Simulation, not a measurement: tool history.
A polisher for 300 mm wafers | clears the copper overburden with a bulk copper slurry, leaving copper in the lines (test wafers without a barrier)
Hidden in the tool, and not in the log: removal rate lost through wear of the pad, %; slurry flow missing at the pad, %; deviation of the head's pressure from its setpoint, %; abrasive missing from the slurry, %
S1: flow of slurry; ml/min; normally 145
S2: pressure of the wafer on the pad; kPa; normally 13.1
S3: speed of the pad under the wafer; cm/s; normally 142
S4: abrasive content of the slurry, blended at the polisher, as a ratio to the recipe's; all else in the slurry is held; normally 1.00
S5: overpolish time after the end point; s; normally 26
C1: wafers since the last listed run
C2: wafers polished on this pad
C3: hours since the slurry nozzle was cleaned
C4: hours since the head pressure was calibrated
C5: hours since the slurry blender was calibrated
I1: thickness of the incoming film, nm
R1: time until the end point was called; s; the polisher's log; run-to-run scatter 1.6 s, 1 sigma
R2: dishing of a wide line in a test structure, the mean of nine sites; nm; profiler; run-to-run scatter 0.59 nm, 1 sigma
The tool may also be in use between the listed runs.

run     day   S1    S2   S3    S4  S5   C1    C2     C3     C4     C5      I1     R1    R2
  1   0.000  145  13.1  142  1.00  26    0   361  440.1  504.3  253.0  1074.1  114.0  39.3
  2   1.433  145  13.1  142  1.00  26  180   542  474.5  538.7  287.4  1070.1  114.5  40.0
  3   3.146  145  13.1  142  1.00  38  216   758  515.6  579.8  328.5  1068.7  116.4  38.9
  4   5.021  145  13.1  142  1.00  26  236   995  560.6  624.8  373.5  1078.0  120.7  40.2
  5   6.958  145  13.1  142  1.00  26  244  1239  607.1  671.3  420.0  1056.3  118.6  39.2
  6   9.204  145  13.1  142  1.00  26  283  1523  661.0  725.2  473.9  1065.1  124.1  40.0
      9.350  -- slurry blender recalibrated
     10.121  -- slurry nozzle cleaned
  7  11.825  115  13.1  142  1.00  26  315  1838   40.9  788.1   59.4  1072.4  106.0  40.7
     14.600  -- worn pad replaced by a new one
     16.092  -- head pressure recalibrated
  8  16.154  145  15.2  142  1.00  15  515   185  144.8    1.5  163.3  1067.2   96.7  39.1
  9  17.279  190  13.1  186  1.25  26  142   327  171.8   28.5  190.3  1066.4   72.5  39.2
 10  20.046  145  13.1   98  1.00  42  349   676  238.2   94.9  256.7  1074.1  155.4  40.3
 11  22.375  145  13.1  142  0.80  26  294   971  294.1  150.8  312.6  1063.8  114.5  40.6
 12  25.050  145  13.1  142  1.00  26  337  1308  358.3  215.0  376.8  1066.1  110.1  39.6
 13  26.317  145   8.3  172  0.85  10  159  1468  388.7  245.4  407.2  1072.7  133.0  29.8
 14  27.321  145  13.1  142  1.00  26  126  1595  412.8  269.5  431.3  1054.5  106.1  40.5
 15  28.638  145  13.1  142  1.00  26  166  1761  444.4  301.1  462.9  1065.4  111.3  39.1
     28.925  -- slurry blender recalibrated
 16  31.533  145   9.0  176  1.00  26  355  2116  513.9  370.6   62.6  1053.5  121.8  37.5
     32.104  -- worn pad replaced by a new one
 17  32.542  130  11.0  118  1.30  26  106    54  538.1  394.8   86.8  1069.1  151.1  37.5
     34.200  -- slurry nozzle cleaned
 18  39.075  145  13.1   96  1.00  26  819   874  117.0  551.6  243.6  1081.7  150.2  38.9
 19  41.117  145  13.1  142  1.00  26  257  1132  166.0  600.6  292.6  1073.0   98.5  40.1
 20  43.896  145  13.1  142  1.00  26  350  1483  232.7  667.3  359.3  1074.6   98.4  39.5
 21  45.904  145  13.1  182  1.00  26  253  1736  280.9  715.5  407.5  1083.7   79.6  39.9
     47.150  -- slurry blender recalibrated
 22  47.708  170  13.1  142  1.00  26  217  1954  324.2  758.8   13.4  1076.3   97.7  40.3
 23  48.958  145  13.1  182  1.00  14  157  2111  354.2  788.8   43.4  1078.2   79.9  38.4
     50.425  -- worn pad replaced by a new one
     51.588  -- head pressure recalibrated
 24  51.879  105  10.3  166  1.00  11  337   173  424.3    7.0  113.5  1064.8  133.7  31.0
 25  53.750  145  13.1  142  1.00  13  236   409  469.2   51.9  158.4  1082.3  118.1  35.4
 26  55.192  145  13.1  104  0.80  26  182   591  503.8   86.5  193.0  1068.9  172.0  38.5
 27  56.192  145  13.1  142  0.75  26  126   717  527.8  110.5  217.0  1072.0  128.8  39.4
     57.592  -- slurry nozzle cleaned
 28  58.421  145  15.2  142  1.00  26  276   993   19.9  164.0  270.5  1061.4   92.2  39.9

For some of the steps in R1 from one run to the next: how much would appear even if the tool had no hidden state, given the settings, what came in and random variation, and how much remains for the hidden state plus any gauge scatter that the measured result and the result without hidden state don't share?
Run 6 -> 7: S1 145 -> 115, slurry blender recalibrated, slurry nozzle cleaned. R1 -18.1 s: hidden state -24.2, all else +6.1.
Run 9 -> 10: S1 190 -> 145, S3 186 -> 98, S4 1.25 -> 1.00, S5 26 -> 42. R1 +82.9 s: hidden state +1.3, all else +81.6.
Run 17 -> 18: S1 130 -> 145, S2 11.0 -> 13.1, S3 118 -> 96, S4 1.30 -> 1.00, slurry nozzle cleaned. R1 -0.9 s: hidden state -21.6, all else +20.7.
Run 25 -> 26: S3 142 -> 104, S4 1.00 -> 0.80, S5 13 -> 26. R1 +53.9 s: hidden state +4.8, all else +49.1.
